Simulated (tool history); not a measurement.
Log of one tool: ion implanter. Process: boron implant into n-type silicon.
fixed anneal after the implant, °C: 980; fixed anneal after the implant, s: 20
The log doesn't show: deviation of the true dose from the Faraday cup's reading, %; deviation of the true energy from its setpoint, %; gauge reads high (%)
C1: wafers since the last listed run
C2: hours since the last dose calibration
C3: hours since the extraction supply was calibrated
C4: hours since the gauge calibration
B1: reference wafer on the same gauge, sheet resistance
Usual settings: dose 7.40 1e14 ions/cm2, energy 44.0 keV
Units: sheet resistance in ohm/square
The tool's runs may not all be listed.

Run 1, hour 0.0: usual settings; C1 0; C2 1636.4; C3 2203.9; C4 849.0; B1 170.80. Result: sheet resistance 156.97 ohm/square.
Run 2, hour 46.0: usual settings; C1 768; C2 1682.4; C3 2249.9; C4 895.0; B1 170.88. Result: sheet resistance 154.95 ohm/square.
Run 3, hour 76.1: usual settings; C1 502; C2 1712.5; C3 2280.0; C4 925.1; B1 170.86. Result: sheet resistance 156.67 ohm/square.
Run 4, hour 129.1: usual settings; C1 885; C2 1765.5; C3 2333.0; C4 978.1; B1 171.05. Result: sheet resistance 155.38 ohm/square.
At hour 170.7: gauge calibrated.
Run 5, hour 196.2: usual settings; C1 1120; C2 1832.6; C3 2400.1; C4 25.5; B1 170.93. Result: sheet resistance 155.23 ohm/square.
Run 6, hour 233.7: usual settings; C1 626; C2 1870.1; C3 2437.6; C4 63.0; B1 170.99. Result: sheet resistance 155.74 ohm/square.
Run 7, hour 284.8: usual settings; C1 853; C2 1921.2; C3 2488.7; C4 114.1; B1 170.90. Result: sheet resistance 156.77 ohm/square.
Run 8, hour 334.1: usual settings; C1 823; C2 1970.5; C3 2538.0; C4 163.4; B1 171.06. Result: sheet resistance 156.58 ohm/square.
Run 9, hour 358.9: usual settings; C1 414; C2 1995.3; C3 2562.8; C4 188.2; B1 171.11. Result: sheet resistance 156.97 ohm/square.
Run 10, hour 423.3: usual settings; C1 1075; C2 2059.7; C3 2627.2; C4 252.6; B1 170.87. Result: sheet resistance 156.35 ohm/square.
Run 11, hour 478.1: usual settings; C1 915; C2 2114.5; C3 2682.0; C4 307.4; B1 170.96. Result: sheet resistance 156.24 ohm/square.
At hour 546.5: Faraday cup replaced and dose calibrated.
Run 12, hour 547.0: usual settings but energy 32.0 keV; C1 1017; C2 0.5; C3 2750.9; C4 376.3; B1 171.07. Result: sheet resistance 163.96 ohm/square.
Run 13, hour 600.4: usual settings but energy 32.0 keV; C1 891; C2 53.9; C3 2804.3; C4 429.7; B1 170.99. Result: sheet resistance 163.01 ohm/square.
Run 14, hour 628.2: usual settings; C1 464; C2 81.7; C3 2832.1; C4 457.5; B1 170.86. Result: sheet resistance 160.55 ohm/square.
Run 15, hour 689.7: usual settings; C1 1027; C2 143.2; C3 2893.6; C4 519.0; B1 170.95. Result: sheet resistance 159.67 ohm/square.
Run 16, hour 744.7: usual settings but dose 8.15 1e14 ions/cm2, energy 58.5 keV; C1 918; C2 198.2; C3 2948.6; C4 574.0; B1 171.05. Result: sheet resistance 149.01 ohm/square.
Run 17, hour 799.5: usual settings but dose 5.54 1e14 ions/cm2, energy 38.5 keV; C1 915; C2 253.0; C3 3003.4; C4 628.8; B1 171.09. Result: sheet resistance 203.16 ohm/square.
At hour 878.3: extraction supply calibrated.
Run 18, hour 988.2: usual settings but dose 8.10 1e14 ions/cm2, energy 55.5 keV; C1 3018; C2 441.7; C3 109.9; C4 817.5; B1 170.97. Result: sheet resistance 145.66 ohm/square.
Run 19, hour 1015.1: usual settings; C1 449; C2 468.6; C3 136.8; C4 844.4; B1 170.95. Result: sheet resistance 159.04 ohm/square.
Run 20, hour 1051.8: usual settings but dose 8.03 1e14 ions/cm2, energy 57.5 keV; C1 612; C2 505.3; C3 173.5; C4 881.1; B1 170.99. Result: sheet resistance 148.36 ohm/square.
Run 21, hour 1099.4: usual settings but dose 5.76 1e14 ions/cm2, energy 52.5 keV; C1 795; C2 552.9; C3 221.1; C4 928.7; B1 170.96. Result: sheet resistance 194.02 ohm/square.
Run 22, hour 1127.7: usual settings; C1 472; C2 581.2; C3 249.4; C4 957.0; B1 170.95. Result: sheet resistance 156.46 ohm/square.
At hour 1134.0: gauge calibrated.
Run 23, hour 1196.1: usual settings but dose 9.18 1e14 ions/cm2, energy 36.0 keV; C1 1142; C2 649.6; C3 317.8; C4 62.1; B1 171.19. Result: sheet resistance 134.68 ohm/square.
Run 24, hour 1264.1: usual settings but dose 5.45 1e14 ions/cm2, energy 36.5 keV; C1 1135; C2 717.6; C3 385.8; C4 130.1; B1 171.15. Result: sheet resistance 201.98 ohm/square.
Run 25, hour 1331.0: usual settings but energy 51.0 keV; C1 1117; C2 784.5; C3 452.7; C4 197.0; B1 170.91. Result: sheet resistance 156.66 ohm/square.
Run 26, hour 1366.0: usual settings but dose 9.24 1e14 ions/cm2, energy 31.5 keV; C1 584; C2 819.5; C3 487.7; C4 232.0; B1 171.00. Result: sheet resistance 133.36 ohm/square.
Run 27, hour 1394.3: usual settings but energy 53.5 keV; C1 472; C2 847.8; C3 516.0; C4 260.3; B1 170.86. Result: sheet resistance 155.72 ohm/square.
Run 28, hour 1421.7: usual settings but dose 5.44 1e14 ions/cm2; C1 457; C2 875.2; C3 543.4; C4 287.7; B1 170.83. Result: sheet resistance 199.89 ohm/square.

How the hidden state differs across the entries between the runs, from the last listed run before each to the first after it:
Between runs 4 and 5: gauge calibrated (hour 170.7)
  deviation of the true dose from the Faraday cup's reading, %: 4.55 -> 4.59
  measured less the result without the state, sheet resistance: -5.67 -> -5.71 ohm/square
Between runs 11 and 12: Faraday cup replaced and dose calibrated (hour 546.5)
  deviation of the true dose from the Faraday cup's reading, %: 4.69 -> -0.176
  measured less the result without the state, sheet resistance: -5.89 -> +0.24 ohm/square
Between runs 17 and 18: extraction supply calibrated (hour 878.3)
  deviation of the true dose from the Faraday cup's reading, %: 1.54 -> 2.44
  measured less the result without the state, sheet resistance: -2.45 -> -2.80 ohm/square
Between runs 22 and 23: gauge calibrated (hour 1134.0)
  deviation of the true dose from the Faraday cup's reading, %: 2.96 -> 3.17
  measured less the result without the state, sheet resistance: -3.71 -> -3.42 ohm/square
